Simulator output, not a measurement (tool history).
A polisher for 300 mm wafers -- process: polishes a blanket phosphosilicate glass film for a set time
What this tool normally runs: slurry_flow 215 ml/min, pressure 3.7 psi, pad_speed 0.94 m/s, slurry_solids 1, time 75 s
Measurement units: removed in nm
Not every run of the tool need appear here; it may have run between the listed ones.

run	hour	slurry_flow	pressure	pad_speed	slurry_solids	time	wafers since the last listed run	wafers polished on this pad	hours since the slurry nozzle was cleaned	hours since the head pressure was calibrated	hours since the slurry blender was calibrated	hours since the conditioning disc was replaced	incoming thickness of the incoming film, nm	removed
1	0	215	3.7	0.94	1.1	75	0	864	222.1	1212.5	275	342.7	3417.3	575.4
# hour 9.9: worn pad replaced by a new one
2	13.7	215	3.7	0.94	1.2	75	126	49	235.8	1226.2	288.7	356.4	3384.5	600.3
3	21.1	215	3.7	0.94	1.2	75	96	145	243.2	1233.6	296.1	363.8	3366.3	592.4
4	32.1	215	3.7	0.94	1.2	75	143	288	254.2	1244.6	307.1	374.8	3388.1	595
5	42	215	3.1	0.86	1	75	128	417	264.1	1254.5	317	384.7	3356.9	452.6
6	56.2	215	3.1	0.86	1	75	184	602	278.3	1268.7	331.2	398.9	3457.2	453.8
7	66.5	215	3.1	0.86	1	75	133	736	288.6	1279	341.5	409.2	3441.6	450.9
8	75.4	215	3.7	0.94	1	88	115	851	297.5	1287.9	350.4	418.1	3454.4	637.8
9	85.8	215	3.7	0.94	1	88	135	987	307.9	1298.3	360.8	428.5	3355.7	640.2
10	92.9	215	3.7	0.94	1	88	92	1079	315	1305.4	367.9	435.6	3441.7	649.2
# hour 102.1: worn pad replaced by a new one
# hour 102.4: slurry blender recalibrated
11	107	215	3.7	0.94	1	75	128	60	329.1	1319.5	4.6	449.7	3439.7	548.6
12	123.7	215	3.7	0.94	1	75	217	277	345.8	1336.2	21.3	466.4	3383.5	552.4
13	133.2	160	3.7	1.02	1	75	123	400	355.3	1345.7	30.8	475.9	3361.9	550.8
# hour 147.5: slurry nozzle cleaned
14	149.9	215	3.7	0.94	1	75	204	605	2.4	1362.4	47.5	492.6	3393.9	552.5
15	161.4	215	2.6	0.94	1.2	75	149	754	13.9	1373.9	59	504.1	3445.3	452
16	174.5	285	3.3	0.94	0.85	75	170	925	27	1387	72.1	517.2	3444	475.2
# hour 181.6: worn pad replaced by a new one
17	187.4	215	4.7	0.94	1	75	115	75	39.9	1399.9	85	530.1	3408.3	669.5
# hour 189.8: conditioning disc replaced and pad reconditioned
18	205	165	2.8	0.94	1.15	75	202	278	57.5	1417.5	102.6	15.2	3390.1	451.2
19	252	215	3.7	0.94	1	75	611	889	104.5	1464.5	149.6	62.2	3409.2	548.7
# hour 261.6: head pressure recalibrated
20	268.3	215	3.7	0.94	1	75	185	1075	120.8	6.7	165.9	78.5	3374	610.2
# hour 272.3: worn pad replaced by a new one
21	276.5	155	4.2	0.68	1.1	75	54	54	129	14.9	174.1	86.7	3404.9	555.2
22	288.8	215	3.7	1.02	1	83	159	214	141.3	27.2	186.4	99	3398.2	708.6
23	299.8	245	4.3	1.14	0.8	75	143	357	152.3	38.2	197.4	110	3383.3	719
24	306.6	215	4.5	0.94	1	75	88	446	159.1	45	204.2	116.8	3357	713.4
25	316.9	170	3.3	0.94	1.3	82	133	580	169.4	55.3	214.5	127.1	3342.4	646.9
26	330.9	215	3.7	0.94	1	75	182	762	183.4	69.3	228.5	141.1	3385	607.4
27	340.1	215	3.7	0.94	1	75	119	881	192.6	78.5	237.7	150.3	3370.8	604.6

Below are 3 alternative next runs, each starting from the tool's condition after run 27. Predict each:
A	340.5	215	3.7	0.94	1	75	5	887	193	78.9	238.1	150.7	3376.6	?
B	340.5	260	2.7	0.94	1	75	5	887	193	78.9	238.1	150.7	3376.6	?
C	340.5	215	3	0.94	1	75	5	887	193	78.9	238.1	150.7	3376.6	?

run	removed
A	603.5
B	481.7
C	510.5
Had the tool no hidden state, the same runs would have come out as:
run	removed
A	617.8
B	493.1
C	522.6
